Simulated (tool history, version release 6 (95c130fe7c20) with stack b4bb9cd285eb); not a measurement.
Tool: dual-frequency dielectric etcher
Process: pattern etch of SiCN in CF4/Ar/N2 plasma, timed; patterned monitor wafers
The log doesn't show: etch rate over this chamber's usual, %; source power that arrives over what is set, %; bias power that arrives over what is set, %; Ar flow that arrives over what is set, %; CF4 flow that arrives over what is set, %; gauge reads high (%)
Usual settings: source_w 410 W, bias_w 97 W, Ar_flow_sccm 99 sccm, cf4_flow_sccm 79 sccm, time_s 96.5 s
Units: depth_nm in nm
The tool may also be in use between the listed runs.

run	day	source_w	bias_w	Ar_flow_sccm	cf4_flow_sccm	time_s	wafers since the last listed run	hours since the last wet clean	hours since the last source power generator calibration	hours since the last bias power generator calibration	hours since the last Ar flow controller change	hours since the last CF4 flow controller change	hours since the last upper electrode change	hours since the gauge calibration	read-back reference wafer on the same gauge, depth_nm	depth_nm
1	0.000	410	97	99	79	96.5	0	250.6	153.7	3538.9	161.0	404.2	176.2	2282.7	82.9	80.9
2	1.817	410	97	99	79	108.0	394	294.2	197.3	3582.5	204.6	447.8	219.8	2326.3	83.1	91.5
3	4.558	410	84	83	61	96.5	595	360.0	263.1	3648.3	270.4	513.6	285.6	2392.1	83.0	76.0
4	5.588	350	97	109	79	71.5	223	384.7	287.8	3673.0	295.1	538.3	310.3	2416.8	83.0	53.8
5	8.058	350	97	99	67	96.5	536	444.0	347.1	3732.3	354.4	597.6	369.6	2476.1	83.0	72.2
6	9.883	410	97	99	71	96.5	396	487.8	390.9	3776.1	398.2	641.4	413.4	2519.9	82.9	81.3
7	12.171	350	120	99	66	96.5	496	542.7	445.8	3831.0	453.1	696.3	468.3	2574.8	82.9	79.9
# day 13.525: wet clean of the chamber
# day 14.704: bias power generator calibrated
# day 14.812: gauge calibrated
8	16.717	490	87	106	79	96.5	733	76.6	554.9	48.3	562.2	805.4	577.4	45.7	83.0	86.3
9	19.371	410	97	99	79	121.0	576	140.3	618.6	112.0	625.9	869.1	641.1	109.4	82.9	101.1
10	20.625	380	97	113	79	96.5	272	170.4	648.7	142.1	656.0	899.2	671.2	139.5	82.9	74.9
11	23.158	410	97	99	79	96.5	549	231.2	709.5	202.9	716.8	960.0	732.0	200.3	83.0	80.6
12	24.958	410	97	99	79	107.5	390	274.4	752.7	246.1	760.0	1003.2	775.2	243.5	83.0	90.3
13	27.942	410	97	99	79	96.5	647	346.0	824.3	317.7	831.6	1074.8	846.8	315.1	83.1	81.2
14	30.758	410	74	121	79	96.5	611	413.6	891.9	385.3	899.2	1142.4	914.4	382.7	83.0	69.7
15	32.108	470	80	88	79	70.0	293	446.0	924.3	417.7	931.6	1174.8	946.8	415.1	83.0	61.1
16	38.975	410	84	83	61	96.5	1490	610.8	1089.1	582.5	1096.4	1339.6	1111.6	579.9	83.1	75.0
# day 41.925: wet clean of the chamber
17	41.946	410	97	99	94	111.0	427	0.5	1160.4	653.8	1167.7	1410.9	1182.9	651.2	83.0	94.2
18	43.133	410	97	119	79	84.5	257	29.0	1188.9	682.3	1196.2	1439.4	1211.4	679.7	83.0	67.9
19	44.212	450	97	99	79	96.5	234	54.9	1214.8	708.2	1222.1	1465.3	1237.3	705.6	83.1	85.9
20	47.008	330	97	99	92	110.5	606	122.0	1281.9	775.3	1289.2	1532.4	1304.4	772.7	83.0	80.2

Some steps in depth_nm between neighbouring runs. How much of each would the tool show without its hidden state too (settings, what came in, random variation), and how much is left for the hidden state, with any gauge scatter that isn't in both results?
Run 7 -> 8: source_w 350 -> 490, bias_w 120 -> 87, Ar_flow_sccm 99 -> 106, cf4_flow_sccm 66 -> 79, wet clean of the chamber, bias power generator calibrated, gauge calibrated. depth_nm +6.4 nm: hidden state -2.4, all else +8.8.
Run 9 -> 10: source_w 410 -> 380, Ar_flow_sccm 99 -> 113, time_s 121.0 -> 96.5. depth_nm -26.2 nm: hidden state +0.4, all else -26.6.
Run 16 -> 17: bias_w 84 -> 97, Ar_flow_sccm 83 -> 99, cf4_flow_sccm 61 -> 94, time_s 96.5 -> 111.0, wet clean of the chamber. depth_nm +19.2 nm: hidden state -2.3, all else +21.5.
Run 17 -> 18: Ar_flow_sccm 99 -> 119, cf4_flow_sccm 94 -> 79, time_s 111.0 -> 84.5. depth_nm -26.3 nm: hidden state +0.5, all else -26.8.
